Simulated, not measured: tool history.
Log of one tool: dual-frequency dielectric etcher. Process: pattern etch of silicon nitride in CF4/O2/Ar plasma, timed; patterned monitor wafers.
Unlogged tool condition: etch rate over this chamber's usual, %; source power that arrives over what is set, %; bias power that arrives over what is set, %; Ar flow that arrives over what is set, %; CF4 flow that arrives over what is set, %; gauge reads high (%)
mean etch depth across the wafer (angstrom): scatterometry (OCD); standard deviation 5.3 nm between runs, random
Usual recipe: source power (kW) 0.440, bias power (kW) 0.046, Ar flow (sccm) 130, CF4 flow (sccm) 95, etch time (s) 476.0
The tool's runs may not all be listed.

| run | hour | source power (kW) | bias power (kW) | Ar flow (sccm) | CF4 flow (sccm) | etch time (s) | wafers since the last listed run | hours since the last wet clean | hours since the last source power generator calibration | hours since the last bias power generator calibration | hours since the last Ar flow controller change | hours since the last CF4 flow controller change | hours since the last upper electrode change | hours since the gauge calibration | read-back reference wafer on the same gauge, depth_nm | mean etch depth across the wafer (angstrom) |
|---|---|---|---|---|---|---|---|---|---|---|---|---|---|---|---|---|
| 1 | 0.0 | 0.440 | 0.046 | 130 | 95 | 476.0 | 0 | 138.0 | 2901.1 | 2938.3 | 5152.2 | 3962.9 | 4184.1 | 167.9 | 982.0 | 8245 |
| 2 | 9.6 | 0.440 | 0.046 | 130 | 95 | 401.0 | 40 | 147.6 | 2910.7 | 2947.9 | 5161.8 | 3972.5 | 4193.7 | 177.5 | 981.1 | 6825 |
| 3 | 17.8 | 0.440 | 0.046 | 130 | 95 | 401.0 | 34 | 155.8 | 2918.9 | 2956.1 | 5170.0 | 3980.7 | 4201.9 | 185.7 | 982.6 | 6914 |
| 4 | 35.5 | 0.440 | 0.046 | 130 | 95 | 401.0 | 75 | 173.5 | 2936.6 | 2973.8 | 5187.7 | 3998.4 | 4219.6 | 203.4 | 982.2 | 6887 |
| 5 | 52.5 | 0.440 | 0.046 | 130 | 95 | 476.0 | 72 | 190.5 | 2953.6 | 2990.8 | 5204.7 | 4015.4 | 4236.6 | 220.4 | 982.8 | 8080 |
| 6 | 62.3 | 0.440 | 0.046 | 130 | 95 | 476.0 | 41 | 200.3 | 2963.4 | 3000.6 | 5214.5 | 4025.2 | 4246.4 | 230.2 | 982.0 | 8150 |
| 7 | 73.5 | 0.440 | 0.054 | 130 | 95 | 476.0 | 47 | 211.5 | 2974.6 | 3011.8 | 5225.7 | 4036.4 | 4257.6 | 241.4 | 981.4 | 8389 |
| 8 | 80.1 | 0.440 | 0.054 | 130 | 95 | 476.0 | 28 | 218.1 | 2981.2 | 3018.4 | 5232.3 | 4043.0 | 4264.2 | 248.0 | 983.9 | 8389 |
|  | 84.1 | bias power generator calibrated |
| 9 | 98.1 | 0.440 | 0.046 | 130 | 95 | 421.5 | 59 | 236.1 | 2999.2 | 14.0 | 5250.3 | 4061.0 | 4282.2 | 266.0 | 982.5 | 7236 |
| 10 | 115.0 | 0.440 | 0.057 | 149 | 102 | 549.5 | 71 | 253.0 | 3016.1 | 30.9 | 5267.2 | 4077.9 | 4299.1 | 282.9 | 982.4 | 9702 |
| 11 | 126.7 | 0.440 | 0.046 | 130 | 95 | 476.0 | 49 | 264.7 | 3027.8 | 42.6 | 5278.9 | 4089.6 | 4310.8 | 294.6 | 982.4 | 7961 |
| 12 | 141.1 | 0.350 | 0.046 | 113 | 85 | 476.0 | 61 | 279.1 | 3042.2 | 57.0 | 5293.3 | 4104.0 | 4325.2 | 309.0 | 983.8 | 6892 |
| 13 | 157.3 | 0.440 | 0.046 | 130 | 95 | 476.0 | 68 | 295.3 | 3058.4 | 73.2 | 5309.5 | 4120.2 | 4341.4 | 325.2 | 983.2 | 8039 |
|  | 167.8 | gauge calibrated |
| 14 | 172.8 | 0.440 | 0.046 | 130 | 85 | 414.5 | 65 | 310.8 | 3073.9 | 88.7 | 5325.0 | 4135.7 | 4356.9 | 5.0 | 981.3 | 6862 |
|  | 189.4 | source power generator calibrated |
|  | 202.6 | CF4 flow controller replaced |
|  | 220.7 | upper electrode replaced |
|  | 230.9 | wet clean of the chamber |
|  | 231.8 | Ar flow controller replaced |
| 15 | 232.3 | 0.440 | 0.046 | 130 | 95 | 476.0 | 86 | 1.4 | 42.9 | 148.2 | 0.5 | 29.7 | 11.6 | 64.5 | 982.8 | 8515 |
| 16 | 232.8 | 0.440 | 0.046 | 154 | 104 | 368.5 | 2 | 1.9 | 43.4 | 148.7 | 1.0 | 30.2 | 12.1 | 65.0 | 981.5 | 6606 |
| 17 | 234.1 | 0.410 | 0.046 | 130 | 95 | 476.0 | 5 | 3.2 | 44.7 | 150.0 | 2.3 | 31.5 | 13.4 | 66.3 | 982.8 | 8096 |
| 18 | 250.1 | 0.440 | 0.039 | 130 | 95 | 532.5 | 68 | 19.2 | 60.7 | 166.0 | 18.3 | 47.5 | 29.4 | 82.3 | 981.5 | 9185 |
| 19 | 256.9 | 0.440 | 0.046 | 159 | 95 | 606.0 | 28 | 26.0 | 67.5 | 172.8 | 25.1 | 54.3 | 36.2 | 89.1 | 982.4 | 10492 |
| 20 | 271.7 | 0.440 | 0.054 | 113 | 95 | 524.0 | 62 | 40.8 | 82.3 | 187.6 | 39.9 | 69.1 | 51.0 | 103.9 | 980.8 | 9942 |
| 21 | 284.4 | 0.440 | 0.046 | 130 | 95 | 608.5 | 54 | 53.5 | 95.0 | 200.3 | 52.6 | 81.8 | 63.7 | 116.6 | 982.8 | 10917 |
| 22 | 298.4 | 0.470 | 0.046 | 130 | 95 | 566.5 | 59 | 67.5 | 109.0 | 214.3 | 66.6 | 95.8 | 77.7 | 130.6 | 981.3 | 10659 |

Alternative continuations, all from the tool just after run 22; predict every row:
| A | 298.9 | 0.440 | 0.046 | 130 | 95 | 476.0 | 2 | 68.0 | 109.5 | 214.8 | 67.1 | 96.3 | 78.2 | 131.1 | ? | ? |
| B | 298.9 | 0.440 | 0.035 | 130 | 86 | 476.0 | 2 | 68.0 | 109.5 | 214.8 | 67.1 | 96.3 | 78.2 | 131.1 | ? | ? |
| C | 298.9 | 0.540 | 0.053 | 138 | 95 | 407.5 | 2 | 68.0 | 109.5 | 214.8 | 67.1 | 96.3 | 78.2 | 131.1 | ? | ? |

| run | read-back reference wafer on the same gauge, depth_nm | mean etch depth across the wafer (angstrom) |
|---|---|---|
| A | 982.0 | 8436 |
| B | 982.0 | 7826 |
| C | 982.0 | 8616 |
Without the tool's unlogged condition, the same runs would have read:
| run | mean etch depth across the wafer (angstrom) |
|---|---|
| A | 8421 |
| B | 7813 |
| C | 8601 |

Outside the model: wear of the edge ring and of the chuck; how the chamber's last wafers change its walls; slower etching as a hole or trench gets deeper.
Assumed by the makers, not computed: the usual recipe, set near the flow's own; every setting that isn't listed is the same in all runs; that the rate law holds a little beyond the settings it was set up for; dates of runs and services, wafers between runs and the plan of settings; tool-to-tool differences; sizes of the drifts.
